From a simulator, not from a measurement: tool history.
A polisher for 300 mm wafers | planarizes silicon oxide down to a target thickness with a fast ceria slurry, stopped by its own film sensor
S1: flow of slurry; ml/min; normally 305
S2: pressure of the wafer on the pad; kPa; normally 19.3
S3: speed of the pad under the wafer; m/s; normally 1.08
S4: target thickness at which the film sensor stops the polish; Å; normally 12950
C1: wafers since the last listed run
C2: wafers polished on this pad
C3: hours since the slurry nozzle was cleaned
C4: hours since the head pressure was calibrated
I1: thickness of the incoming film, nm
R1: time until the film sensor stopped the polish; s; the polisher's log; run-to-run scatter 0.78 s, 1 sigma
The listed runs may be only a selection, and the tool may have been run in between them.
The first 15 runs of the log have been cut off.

Run 16, hour 417.7: usual settings but S4 9780 Å; C1 139; C2 910; C3 629.9; C4 786; I1 2907.1. Result: R1 107.7 s.
At hour 423.5: slurry nozzle cleaned.
Run 17, hour 447.8: usual settings but S1 260 ml/min, S2 24.1 kPa, S4 9970 Å; C1 211; C2 1122; C3 24.3; C4 816.1; I1 2920.8. Result: R1 83.1 s.
Run 18, hour 469.1: usual settings but S1 340 ml/min, S2 25.5 kPa, S3 1.34 m/s, S4 17860 Å; C1 154; C2 1277; C3 45.6; C4 837.4; I1 2967.7. Result: R1 40 s.
Run 19, hour 481.8: usual settings; C1 92; C2 1369; C3 58.3; C4 850.1; I1 2990.8. Result: R1 90.4 s.
At hour 517.1: worn pad replaced by a new one.
Run 20, hour 517.6: usual settings; C1 231; C2 3; C3 94.1; C4 885.9; I1 2948.9. Result: R1 87.8 s.
Run 21, hour 546.5: usual settings but S1 385 ml/min, S2 22.1 kPa, S3 0.84 m/s, S4 17720 Å; C1 210; C2 213; C3 123; C4 914.8; I1 2945.5. Result: R1 63.6 s.
Run 22, hour 584.7: usual settings but S1 230 ml/min, S2 15.9 kPa, S3 1.34 m/s, S4 8140 Å; C1 277; C2 491; C3 161.2; C4 953; I1 2920.5. Result: R1 121 s.
Run 23, hour 601.4: usual settings but S1 200 ml/min, S2 24.8 kPa, S3 1.24 m/s, S4 17240 Å; C1 121; C2 613; C3 177.9; C4 969.7; I1 2953.9. Result: R1 48.1 s.
At hour 629.9: head pressure recalibrated.
Run 24, hour 630.5: usual settings; C1 197; C2 810; C3 207; C4 0.6; I1 2959.4. Result: R1 96.1 s.
Run 25, hour 644.3: usual settings but S1 385 ml/min, S4 15920 Å; C1 100; C2 910; C3 220.8; C4 14.4; I1 2929. Result: R1 75.9 s.
Run 26, hour 729.9: usual settings but S3 0.98 m/s; C1 622; C2 1532; C3 306.4; C4 100; I1 2905.4. Result: R1 98.8 s.
Run 27, hour 746.9: usual settings; C1 123; C2 1656; C3 323.4; C4 117; I1 2874.9. Result: R1 91.3 s.
At hour 783.1: worn pad replaced by a new one.
Run 28, hour 783.6: usual settings; C1 237; C2 3; C3 360.1; C4 153.7; I1 2922. Result: R1 94.9 s.
Run 29, hour 815.8: usual settings but S1 205 ml/min; C1 234; C2 238; C3 392.3; C4 185.9; I1 2948.7. Result: R1 104.5 s.
Run 30, hour 849.2: usual settings but S2 15.9 kPa, S4 10950 Å; C1 242; C2 480; C3 425.7; C4 219.3; I1 2962.8. Result: R1 133.6 s.

Forecast run 31:
Run 31, hour 877.8: usual settings; C1 207; C2 688; C3 454.3; C4 247.9; I1 2921. Result: R1 ?.

R1: 94.5 s
Were there no unlogged condition in the tool, this run, its random variation unchanged, would have produced R1 93.3 s.
